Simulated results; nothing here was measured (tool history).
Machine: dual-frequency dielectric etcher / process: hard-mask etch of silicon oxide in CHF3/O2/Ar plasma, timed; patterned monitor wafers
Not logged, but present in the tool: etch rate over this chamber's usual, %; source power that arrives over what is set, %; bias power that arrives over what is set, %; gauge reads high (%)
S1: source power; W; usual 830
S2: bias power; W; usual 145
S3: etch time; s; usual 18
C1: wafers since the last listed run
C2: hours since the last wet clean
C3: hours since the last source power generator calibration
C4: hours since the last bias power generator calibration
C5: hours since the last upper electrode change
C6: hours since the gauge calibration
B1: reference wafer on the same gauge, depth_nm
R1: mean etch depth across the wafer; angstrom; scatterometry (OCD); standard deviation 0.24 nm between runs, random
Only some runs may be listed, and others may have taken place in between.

run	hour	S1	S2	S3	C1	C2	C3	C4	C5	C6	B1	R1
1	0	830	145	18	0	161.7	1091.2	2185.5	3819.3	769.8	40.09	359.3
2	57.6	830	145	18	755	219.3	1148.8	2243.1	3876.9	827.4	40.1	357.5
3	99.1	830	145	18	544	260.8	1190.3	2284.6	3918.4	868.9	40.06	356.2
4	144	830	145	18	588	305.7	1235.2	2329.5	3963.3	913.8	40.04	354.2
5	212.6	830	145	18	899	374.3	1303.8	2398.1	4031.9	982.4	40.1	351.2
6	250.6	830	145	18	498	412.3	1341.8	2436.1	4069.9	1020.4	39.99	344.8
# hour 280.2: wet clean of the chamber
7	312.3	830	145	18	494	32.1	1403.5	2497.8	4131.6	1082.1	40.05	361.6
8	343.4	990	145	18	407	63.2	1434.6	2528.9	4162.7	1113.2	40.09	383.8
9	410.7	990	145	18	882	130.5	1501.9	2596.2	4230	1180.5	40.06	383.2
# hour 412: gauge calibrated
10	561.5	830	145	18	1977	281.3	1652.7	2747	4380.8	149.5	40.01	352.1
11	612.6	830	145	18	670	332.4	1703.8	2798.1	4431.9	200.6	39.97	354.4
# hour 675.6: wet clean of the chamber
12	684.5	830	145	18	628	8.9	1775.7	2870	4503.8	272.5	39.98	366.6
# hour 714.1: upper electrode replaced
13	742.4	830	145	20	444	66.8	1833.6	2927.9	28.3	330.4	39.91	410.1
14	793.3	830	145	14.5	667	117.7	1884.5	2978.8	79.2	381.3	39.99	293.8
15	845.7	830	145	18	687	170.1	1936.9	3031.2	131.6	433.7	40.01	362.8
16	912.5	770	145	18	876	236.9	2003.7	3098	198.4	500.5	40.04	352.5
# hour 1053.5: bias power generator calibrated
# hour 1088.2: wet clean of the chamber
17	1088.7	770	178	12.5	1943	0.5	2179.9	35.2	374.6	676.7	40.01	264.7
18	1099.7	830	145	18	144	11.5	2190.9	46.2	385.6	687.7	40.01	368.2
19	1125.1	830	145	18	333	36.9	2216.3	71.6	411	713.1	39.93	365.5
# hour 1154.8: source power generator calibrated
20	1193	830	117	18	838	104.8	38.2	139.5	478.9	781	40	342.2
21	1273.5	890	166	14.5	1055	185.3	118.7	220	559.4	861.5	39.99	304.3
22	1336.3	830	145	18	823	248.1	181.5	282.8	622.2	924.3	39.94	357.2
23	1395.1	900	157	16.5	771	306.9	240.3	341.6	681	983.1	40	341.8
24	1464.6	630	129	18	911	376.4	309.8	411.1	750.5	1052.6	39.96	313.5
25	1495.5	830	145	18	405	407.3	340.7	442	781.4	1083.5	39.99	352.3
26	1539.6	830	158	13	578	451.4	384.8	486.1	825.5	1127.6	40.03	257.6
# hour 1566.2: wet clean of the chamber
27	1582.6	1030	145	18	249	16.4	427.8	529.1	868.5	1170.6	40.01	398.4
28	1652.4	1010	180	19.5	915	86.2	497.6	598.9	938.3	1240.4	40.01	444.5
# hour 1692: gauge calibrated
29	1709.9	830	145	18	754	143.7	555.1	656.4	995.8	17.9	39.95	362

Alternative continuations, all from the tool just after run 29; predict every row:
A	1710.3	930	145	18	5	144.1	555.5	656.8	996.2	18.3	?	?
B	1710.3	830	145	16.5	5	144.1	555.5	656.8	996.2	18.3	?	?
C	1710.3	630	130	13	5	144.1	555.5	656.8	996.2	18.3	?	?
D	1710.3	980	135	23	5	144.1	555.5	656.8	996.2	18.3	?	?

run	B1	R1
A	40.03	376.6
B	40.03	333.4
C	40.03	235.7
D	40.03	480.5
Had the tool no hidden state, the same runs would have come out as:
run	R1
A	382.5
B	338.6
C	239.4
D	488
